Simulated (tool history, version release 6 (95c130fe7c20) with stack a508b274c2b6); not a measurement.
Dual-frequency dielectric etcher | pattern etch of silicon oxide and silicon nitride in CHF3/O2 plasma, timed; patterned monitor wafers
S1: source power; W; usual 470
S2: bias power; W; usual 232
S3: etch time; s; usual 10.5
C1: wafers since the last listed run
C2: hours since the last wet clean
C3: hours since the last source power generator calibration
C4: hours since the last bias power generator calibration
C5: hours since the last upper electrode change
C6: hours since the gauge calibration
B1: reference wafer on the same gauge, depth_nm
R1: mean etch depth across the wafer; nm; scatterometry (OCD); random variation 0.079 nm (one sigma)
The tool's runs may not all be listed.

Run 1, hour 0: usual settings; C1 0; C2 495.7; C3 2298.1; C4 1979.1; C5 1296.5; C6 735.4; B1 15.9. Result: R1 17.05 nm.
Run 2, hour 25.2: usual settings; C1 394; C2 520.9; C3 2323.3; C4 2004.3; C5 1321.7; C6 760.6; B1 15.89. Result: R1 17.15 nm.
At hour 86.7: wet clean of the chamber.
Run 3, hour 87.2: usual settings; C1 595; C2 0.5; C3 2385.3; C4 2066.3; C5 1383.7; C6 822.6; B1 15.91. Result: R1 16.61 nm.
Run 4, hour 124.4: usual settings but S3 9 s; C1 582; C2 37.7; C3 2422.5; C4 2103.5; C5 1420.9; C6 859.8; B1 15.89. Result: R1 14.34 nm.
Run 5, hour 260.2: usual settings but S3 12.5 s; C1 2126; C2 173.5; C3 2558.3; C4 2239.3; C5 1556.7; C6 995.6; B1 15.89. Result: R1 20.03 nm.
Run 6, hour 315.3: usual settings but S3 12.5 s; C1 862; C2 228.6; C3 2613.4; C4 2294.4; C5 1611.8; C6 1050.7; B1 15.91. Result: R1 20.09 nm.
Run 7, hour 366.1: usual settings but S3 12.5 s; C1 795; C2 279.4; C3 2664.2; C4 2345.2; C5 1662.6; C6 1101.5; B1 15.9. Result: R1 20.28 nm.
Run 8, hour 425.6: usual settings; C1 931; C2 338.9; C3 2723.7; C4 2404.7; C5 1722.1; C6 1161; B1 15.88. Result: R1 17.01 nm.
Run 9, hour 462.4: usual settings but S3 9.5 s; C1 576; C2 375.7; C3 2760.5; C4 2441.5; C5 1758.9; C6 1197.8; B1 15.91. Result: R1 15.43 nm.
At hour 491.1: source power generator calibrated.
Run 10, hour 494.6: usual settings; C1 441; C2 407.9; C3 3.5; C4 2473.7; C5 1791.1; C6 1230; B1 15.89. Result: R1 17.17 nm.
At hour 553.9: bias power generator calibrated.
Run 11, hour 585.7: usual settings; C1 1363; C2 499; C3 94.6; C4 31.8; C5 1882.2; C6 1321.1; B1 15.89. Result: R1 17.2 nm.
At hour 652.5: wet clean of the chamber.
Run 12, hour 653: usual settings; C1 678; C2 0.5; C3 161.9; C4 99.1; C5 1949.5; C6 1388.4; B1 15.9. Result: R1 17.64 nm.
At hour 662.8: gauge calibrated.
Run 13, hour 678.5: usual settings; C1 399; C2 26; C3 187.4; C4 124.6; C5 1975; C6 15.7; B1 15.91. Result: R1 17.61 nm.
At hour 708.2: upper electrode replaced.
Run 14, hour 733.3: usual settings but S1 380 W; C1 482; C2 80.8; C3 242.2; C4 179.4; C5 25.1; C6 70.5; B1 15.9. Result: R1 16.03 nm.
Run 15, hour 785: usual settings but S1 500 W, S2 253 W; C1 809; C2 132.5; C3 293.9; C4 231.1; C5 76.8; C6 122.2; B1 15.9. Result: R1 18.85 nm.
Run 16, hour 814: usual settings but S1 410 W, S2 205 W; C1 454; C2 161.5; C3 322.9; C4 260.1; C5 105.8; C6 151.2; B1 15.9. Result: R1 15.97 nm.
Run 17, hour 873.9: usual settings; C1 937; C2 221.4; C3 382.8; C4 320; C5 165.7; C6 211.1; B1 15.9. Result: R1 17.73 nm.
Run 18, hour 922.9: usual settings; C1 767; C2 270.4; C3 431.8; C4 369; C5 214.7; C6 260.1; B1 15.91. Result: R1 17.95 nm.
At hour 954.5: wet clean of the chamber, repeated, since the last time left the tool worse.
Run 19, hour 957.6: usual settings but S1 440 W, S2 271 W, S3 13 s; C1 167; C2 3.1; C3 466.5; C4 403.7; C5 249.4; C6 294.8; B1 15.91. Result: R1 21.29 nm.
Run 20, hour 1005.2: usual settings; C1 745; C2 50.7; C3 514.1; C4 451.3; C5 297; C6 342.4; B1 15.9. Result: R1 16.86 nm.
Run 21, hour 1040.4: usual settings but S1 410 W, S2 180 W, S3 9.5 s; C1 551; C2 85.9; C3 549.3; C4 486.5; C5 332.2; C6 377.6; B1 15.91. Result: R1 12.98 nm.
Run 22, hour 1080.9: usual settings but S3 9.5 s; C1 634; C2 126.4; C3 589.8; C4 527; C5 372.7; C6 418.1; B1 15.89. Result: R1 15.18 nm.
Run 23, hour 1126.7: usual settings but S1 360 W, S2 280 W, S3 8 s; C1 717; C2 172.2; C3 635.6; C4 572.8; C5 418.5; C6 463.9; B1 15.91. Result: R1 12.09 nm.
Run 24, hour 1166.4: usual settings but S1 420 W; C1 621; C2 211.9; C3 675.3; C4 612.5; C5 458.2; C6 503.6; B1 15.9. Result: R1 15.99 nm.
Run 25, hour 1198.6: usual settings but S1 400 W, S2 260 W; C1 504; C2 244.1; C3 707.5; C4 644.7; C5 490.4; C6 535.8; B1 15.9. Result: R1 16.28 nm.
Run 26, hour 1227.5: usual settings but S1 380 W, S2 199 W, S3 8 s; C1 452; C2 273; C3 736.4; C4 673.6; C5 519.3; C6 564.7; B1 15.91. Result: R1 11.04 nm.

Some steps in R1 between neighbouring runs. How much of each would the tool show without its hidden state too (settings, what came in, random variation), and how much is left for the hidden state, with any gauge scatter that isn't in both results?
The hidden state here: etch rate over this chamber's usual, %; source power that arrives over what is set, %; bias power that arrives over what is set, %; gauge reads high (%).
Run 4 -> 5: S3 9 -> 12.5. R1 +5.69 nm: hidden state +0.15, all else +5.54.
Run 11 -> 12: wet clean of the chamber. R1 +0.44 nm: hidden state +0.48, all else -0.04.
Run 18 -> 19: S1 470 -> 440, S2 232 -> 271, S3 10.5 -> 13, wet clean of the chamber, repeated, since the last time left the tool worse. R1 +3.34 nm: hidden state -1.19, all else +4.53.
Run 25 -> 26: S1 400 -> 380, S2 260 -> 199, S3 10.5 -> 8. R1 -5.24 nm: hidden state -0.03, all else -5.21.
